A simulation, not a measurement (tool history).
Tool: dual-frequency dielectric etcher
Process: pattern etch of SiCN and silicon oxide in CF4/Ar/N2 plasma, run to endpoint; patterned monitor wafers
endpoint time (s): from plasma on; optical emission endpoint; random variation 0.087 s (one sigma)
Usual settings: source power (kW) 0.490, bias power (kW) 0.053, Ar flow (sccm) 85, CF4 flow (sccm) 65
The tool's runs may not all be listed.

run,hour,source power (kW),bias power (kW),Ar flow (sccm),CF4 flow (sccm),wafers since the last listed run,hours since the last wet clean,hours since the last source power generator calibration,hours since the last bias power generator calibration,hours since the last Ar flow controller change,hours since the last CF4 flow controller change,hours since the last upper electrode change,"incoming incoming film thickness, nm",endpoint time (s)
1,0.0,0.420,0.053,85,65,0,320.1,1723.0,3307.8,2641.7,4298.0,1519.8,16.63,21.3
2,71.6,0.490,0.053,93,65,1332,391.7,1794.6,3379.4,2713.3,4369.6,1591.4,16.66,17.9
3,168.3,0.490,0.053,93,65,1799,488.4,1891.3,3476.1,2810.0,4466.3,1688.1,16.69,17.9
# hour 218.3: wet clean of the chamber
4,262.3,0.490,0.053,102,65,1302,44.0,1985.3,3570.1,2904.0,4560.3,1782.1,16.58,18.6
5,300.0,0.490,0.053,102,65,701,81.7,2023.0,3607.8,2941.7,4598.0,1819.8,16.67,18.7
6,347.3,0.490,0.053,90,52,880,129.0,2070.3,3655.1,2989.0,4645.3,1867.1,16.72,19.4
# hour 371.5: Ar flow controller replaced
7,419.6,0.490,0.053,90,52,1233,201.3,2142.6,3727.4,48.1,4717.6,1939.4,16.79,19.4
8,519.7,0.490,0.053,90,52,1862,301.4,2242.7,3827.5,148.2,4817.7,2039.5,16.75,19.2
9,588.7,0.490,0.053,85,65,1283,370.4,2311.7,3896.5,217.2,4886.7,2108.5,16.53,17.7
# hour 634.3: CF4 flow controller replaced
10,669.3,0.490,0.053,85,65,1387,451.0,2392.3,3977.1,297.8,35.0,2189.1,16.75,17.8
# hour 737.4: bias power generator calibrated
11,746.6,0.440,0.053,104,65,1363,528.3,2469.6,9.2,375.1,112.3,2266.4,16.70,20.6
# hour 784.4: wet clean of the chamber
12,835.5,0.380,0.053,85,65,1207,51.1,2558.5,98.1,464.0,201.2,2355.3,16.83,25.0
13,885.4,0.490,0.053,96,53,928,101.0,2608.4,148.0,513.9,251.1,2405.2,16.72,19.3
14,960.3,0.490,0.042,85,79,1393,175.9,2683.3,222.9,588.8,326.0,2480.1,16.95,18.7
15,1059.3,0.450,0.053,94,57,1841,274.9,2782.3,321.9,687.8,425.0,2579.1,16.77,20.7
# hour 1114.0: source power generator calibrated
16,1164.3,0.570,0.053,85,65,1879,379.9,50.3,426.9,792.8,530.0,2684.1,16.63,15.4
# hour 1251.1: upper electrode replaced
17,1251.6,0.430,0.049,93,71,1177,467.2,137.6,514.2,880.1,617.3,0.5,16.60,21.3
# hour 1303.8: wet clean of the chamber
18,1304.3,0.490,0.053,85,65,533,0.5,190.3,566.9,932.8,670.0,53.2,16.58,18.7
19,1377.9,0.410,0.045,85,75,1369,74.1,263.9,640.5,1006.4,743.6,126.8,16.69,23.3
20,1439.7,0.490,0.053,90,52,1149,135.9,325.7,702.3,1068.2,805.4,188.6,16.66,19.8
21,1520.6,0.420,0.060,100,70,1505,216.8,406.6,783.2,1149.1,886.3,269.5,16.68,21.4
22,1596.7,0.490,0.042,85,65,1415,292.9,482.7,859.3,1225.2,962.4,345.6,16.68,19.4
23,1680.3,0.490,0.046,85,65,1555,376.5,566.3,942.9,1308.8,1046.0,429.2,16.82,19.0
24,1724.3,0.490,0.053,85,65,818,420.5,610.3,986.9,1352.8,1090.0,473.2,16.80,18.3

Hidden state or all else? Some run-to-run changes of endpoint time (s), split into what the settings, what came in and random variation would give without the hidden state, and what is left for the hidden state (with any gauge scatter that isn't in both results):
The hidden state here: etch rate over this chamber's usual, %; source power that arrives over what is set, %; bias power that arrives over what is set, %; Ar flow that arrives over what is set, %; CF4 flow that arrives over what is set, %.
Run 3 -> 4: Ar flow (sccm) 93 -> 102, wet clean of the chamber. endpoint time (s) +0.7: hidden state +0.8, all else -0.1.
Run 12 -> 13: source power (kW) 0.380 -> 0.490, Ar flow (sccm) 85 -> 96, CF4 flow (sccm) 65 -> 53. endpoint time (s) -5.7: hidden state +0.0, all else -5.7.
Run 16 -> 17: source power (kW) 0.570 -> 0.430, bias power (kW) 0.053 -> 0.049, Ar flow (sccm) 85 -> 93, CF4 flow (sccm) 65 -> 71, upper electrode replaced. endpoint time (s) +5.9: hidden state -0.3, all else +6.2.
Run 17 -> 18: source power (kW) 0.430 -> 0.490, bias power (kW) 0.049 -> 0.053, Ar flow (sccm) 93 -> 85, CF4 flow (sccm) 71 -> 65, wet clean of the chamber. endpoint time (s) -2.6: hidden state +0.8, all else -3.4.
